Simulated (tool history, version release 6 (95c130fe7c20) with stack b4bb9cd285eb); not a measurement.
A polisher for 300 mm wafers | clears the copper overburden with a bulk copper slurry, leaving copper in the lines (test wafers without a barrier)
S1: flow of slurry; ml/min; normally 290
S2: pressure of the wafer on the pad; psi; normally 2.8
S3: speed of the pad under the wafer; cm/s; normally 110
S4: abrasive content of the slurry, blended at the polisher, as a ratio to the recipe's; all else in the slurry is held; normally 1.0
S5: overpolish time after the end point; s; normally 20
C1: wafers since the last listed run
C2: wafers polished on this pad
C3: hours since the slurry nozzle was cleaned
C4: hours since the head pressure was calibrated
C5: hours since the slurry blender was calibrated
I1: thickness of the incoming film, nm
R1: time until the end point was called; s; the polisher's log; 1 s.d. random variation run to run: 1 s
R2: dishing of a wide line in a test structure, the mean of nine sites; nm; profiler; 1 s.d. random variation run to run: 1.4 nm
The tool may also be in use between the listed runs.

run	hour	S1	S2	S3	S4	S5	C1	C2	C3	C4	C5	I1	R1	R2
1	0.0	290	2.8	110	1.0	20	0	150	136.8	519.7	255.8	827.9	101.5	86.7
2	50.3	290	2.8	110	1.0	20	518	668	187.1	570.0	306.1	831.2	105.5	86.0
3	101.7	290	2.8	102	1.0	20	529	1198	238.5	621.4	357.5	824.1	115.5	82.2
4	128.6	290	2.8	102	1.0	20	277	1475	265.4	648.3	384.4	818.7	115.4	80.2
5	169.6	290	2.8	102	1.0	20	422	1898	306.4	689.3	425.4	831.4	117.0	78.7
# hour 200.7: worn pad replaced by a new one
6	211.0	340	2.8	110	1.0	20	385	106	347.8	730.7	466.8	827.4	99.7	85.2
# hour 231.7: slurry blender recalibrated
7	254.6	340	2.8	110	1.0	20	428	535	391.4	774.3	22.9	827.0	106.5	83.2
8	302.7	290	2.8	110	1.0	20	495	1030	439.5	822.4	71.0	844.9	111.1	81.4
9	346.3	290	2.8	110	1.0	20	449	1480	483.1	866.0	114.6	841.2	112.0	80.9
10	384.8	290	2.8	110	1.0	20	396	1876	521.6	904.5	153.1	823.4	109.8	84.0
# hour 403.3: worn pad replaced by a new one
11	440.2	290	2.8	110	1.0	20	529	380	577.0	959.9	208.5	815.2	106.2	84.9
12	485.7	370	2.8	136	1.0	20	468	848	622.5	1005.4	254.0	825.2	86.2	91.7
13	555.7	255	2.1	110	1.0	12	721	1570	692.5	1075.4	324.0	830.5	148.2	49.2
# hour 577.5: worn pad replaced by a new one
14	580.9	290	2.8	110	1.0	20	218	35	717.7	1100.6	349.2	837.4	104.6	88.4
# hour 619.6: slurry blender recalibrated
15	644.3	290	2.8	144	1.0	20	632	667	781.1	1164.0	24.7	833.8	85.5	96.7
16	674.0	290	2.8	110	1.0	13	306	973	810.8	1193.7	54.4	822.6	107.2	63.9
17	706.7	250	3.5	110	1.0	13	336	1310	843.5	1226.4	87.1	833.9	90.1	73.2
# hour 725.5: slurry nozzle cleaned
# hour 746.2: head pressure recalibrated
18	761.2	290	3.6	126	0.7	20	530	1841	35.7	15.0	141.6	840.9	76.2	104.1
# hour 799.3: worn pad replaced by a new one
19	821.4	290	2.4	92	1.0	20	579	227	95.9	75.2	201.8	833.3	136.7	73.4
20	868.1	210	2.8	94	1.1	20	481	708	142.6	121.9	248.5	836.9	118.9	79.6
21	912.1	290	2.5	110	1.0	20	453	1161	186.6	165.9	292.5	836.0	116.4	78.2
22	957.0	290	2.8	110	1.0	30	462	1624	231.5	210.8	337.4	840.0	106.8	101.2
# hour 999.9: worn pad replaced by a new one
23	1002.4	290	2.8	110	1.0	20	426	26	276.9	256.2	382.8	817.1	97.4	87.1

4 ways to go on from here, each from the tool as it stands after run 23. What would each give?
A	1002.9	290	2.8	110	1.0	20	5	31	277.4	256.7	383.3	829.6	?	?
B	1002.9	290	3.4	94	1.0	10	5	31	277.4	256.7	383.3	829.6	?	?
C	1002.9	260	2.8	136	0.7	16	5	31	277.4	256.7	383.3	829.6	?	?
D	1002.9	195	2.8	110	1.0	24	5	31	277.4	256.7	383.3	829.6	?	?

run	R1	R2
A	98.3	87.4
B	95.5	58.9
C	87.5	82.7
D	100.7	94.2
Stripped of hidden state, with their random variation kept, the same runs would have yielded:
run	R1	R2
A	91.6	91.2
B	89.1	62.1
C	81.6	86.4
D	93.9	97.9
